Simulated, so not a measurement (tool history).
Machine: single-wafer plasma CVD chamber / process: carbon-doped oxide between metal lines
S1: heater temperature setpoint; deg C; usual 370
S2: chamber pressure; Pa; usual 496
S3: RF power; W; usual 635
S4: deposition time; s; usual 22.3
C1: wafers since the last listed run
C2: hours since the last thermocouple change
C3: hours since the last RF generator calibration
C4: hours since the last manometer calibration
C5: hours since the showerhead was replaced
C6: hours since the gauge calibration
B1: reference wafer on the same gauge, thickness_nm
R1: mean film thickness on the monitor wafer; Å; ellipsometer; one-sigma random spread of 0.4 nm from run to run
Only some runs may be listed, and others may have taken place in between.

| run | day | S1 | S2 | S3 | S4 | C1 | C2 | C3 | C4 | C5 | C6 | B1 | R1 |
|---|---|---|---|---|---|---|---|---|---|---|---|---|---|
| 1 | 0 | 370 | 496 | 635 | 22.3 | 0 | 240.9 | 711.4 | 613.8 | 2685.1 | 2109.5 | 103.069 | 1202.52 |
| 2 | 3.683 | 370 | 496 | 635 | 22.3 | 2604 | 329.3 | 799.8 | 702.2 | 2773.5 | 2197.9 | 103.105 | 1200.02 |
| 3 | 6.85 | 370 | 496 | 635 | 22.3 | 2239 | 405.3 | 875.8 | 778.2 | 2849.5 | 2273.9 | 102.968 | 1196.56 |
| 4 | 11.004 | 370 | 405 | 635 | 23.9 | 2937 | 505 | 975.5 | 877.9 | 2949.2 | 2373.6 | 102.95 | 1255.12 |
| 5 | 12.842 | 370 | 496 | 665 | 22.3 | 1299 | 549.1 | 1019.6 | 922 | 2993.3 | 2417.7 | 103.025 | 1233.64 |
| 6 | 14.817 | 370 | 496 | 665 | 22.3 | 1396 | 596.5 | 1067 | 969.4 | 3040.7 | 2465.1 | 102.938 | 1232.54 |
| 7 | 17.854 | 370 | 496 | 635 | 22.3 | 2147 | 669.4 | 1139.9 | 1042.3 | 3113.6 | 2538 | 103.014 | 1192.48 |
|  | 19.767 | gauge calibrated |
|  | 19.938 | RF generator calibrated |
| 8 | 20.571 | 370 | 496 | 635 | 22.3 | 1685 | 734.6 | 15.2 | 1107.5 | 3178.8 | 19.3 | 102.957 | 1222.3 |
| 9 | 23.512 | 370 | 496 | 635 | 22.3 | 2079 | 805.2 | 85.8 | 1178.1 | 3249.4 | 89.9 | 103.039 | 1219.14 |
| 10 | 27.008 | 370 | 496 | 635 | 23.9 | 2471 | 889.1 | 169.7 | 1262 | 3333.3 | 173.8 | 103.01 | 1302.29 |
| 11 | 28.933 | 370 | 496 | 745 | 22.3 | 1361 | 935.3 | 215.9 | 1308.2 | 3379.5 | 220 | 102.932 | 1368.69 |
| 12 | 31.546 | 374 | 419 | 635 | 18.1 | 1847 | 998 | 278.6 | 1370.9 | 3442.2 | 282.7 | 102.955 | 964.83 |
| 13 | 35.946 | 370 | 433 | 545 | 22.3 | 3111 | 1103.6 | 384.2 | 1476.5 | 3547.8 | 388.3 | 102.925 | 1075.5 |
| 14 | 39.583 | 370 | 496 | 530 | 22.3 | 2571 | 1190.9 | 471.5 | 1563.8 | 3635.1 | 475.6 | 102.999 | 1058.81 |
| 15 | 43.733 | 370 | 496 | 635 | 22.3 | 2934 | 1290.5 | 571.1 | 1663.4 | 3734.7 | 575.2 | 103.027 | 1212.84 |
| 16 | 47.8 | 370 | 448 | 515 | 19.1 | 2875 | 1388.1 | 668.7 | 1761 | 3832.3 | 672.8 | 102.996 | 882.95 |
| 17 | 51.908 | 370 | 496 | 635 | 22.3 | 2904 | 1486.7 | 767.3 | 1859.6 | 3930.9 | 771.4 | 103.078 | 1206.56 |
| 18 | 54.333 | 370 | 496 | 635 | 19.4 | 1714 | 1544.9 | 825.5 | 1917.8 | 3989.1 | 829.6 | 103.012 | 1053.81 |
|  | 55.762 | capacitance manometer re-zeroed and calibrated |
| 19 | 57.333 | 360 | 397 | 745 | 19.3 | 1885 | 1616.9 | 897.5 | 37.7 | 4061.1 | 901.6 | 103.052 | 1177.63 |
|  | 61.75 | showerhead replaced |
| 20 | 61.812 | 385 | 496 | 635 | 22.3 | 2931 | 1724.4 | 1005 | 145.2 | 1.5 | 1009.1 | 102.928 | 1151.8 |
| 21 | 64.842 | 370 | 496 | 635 | 21 | 2141 | 1797.1 | 1077.7 | 217.9 | 74.2 | 1081.8 | 103.01 | 1117.28 |

Run 22 is up next; what results do you expect?
| 22 | 66.6 | 370 | 496 | 635 | 22.3 | 1243 | 1839.3 | 1119.9 | 260.1 | 116.4 | 1124 | ? | ? |

Logged for run 22: B1 103.02, R1 1185.69 Å.
Minus the tool's unlogged condition, the same run would have read R1 1201 Å.

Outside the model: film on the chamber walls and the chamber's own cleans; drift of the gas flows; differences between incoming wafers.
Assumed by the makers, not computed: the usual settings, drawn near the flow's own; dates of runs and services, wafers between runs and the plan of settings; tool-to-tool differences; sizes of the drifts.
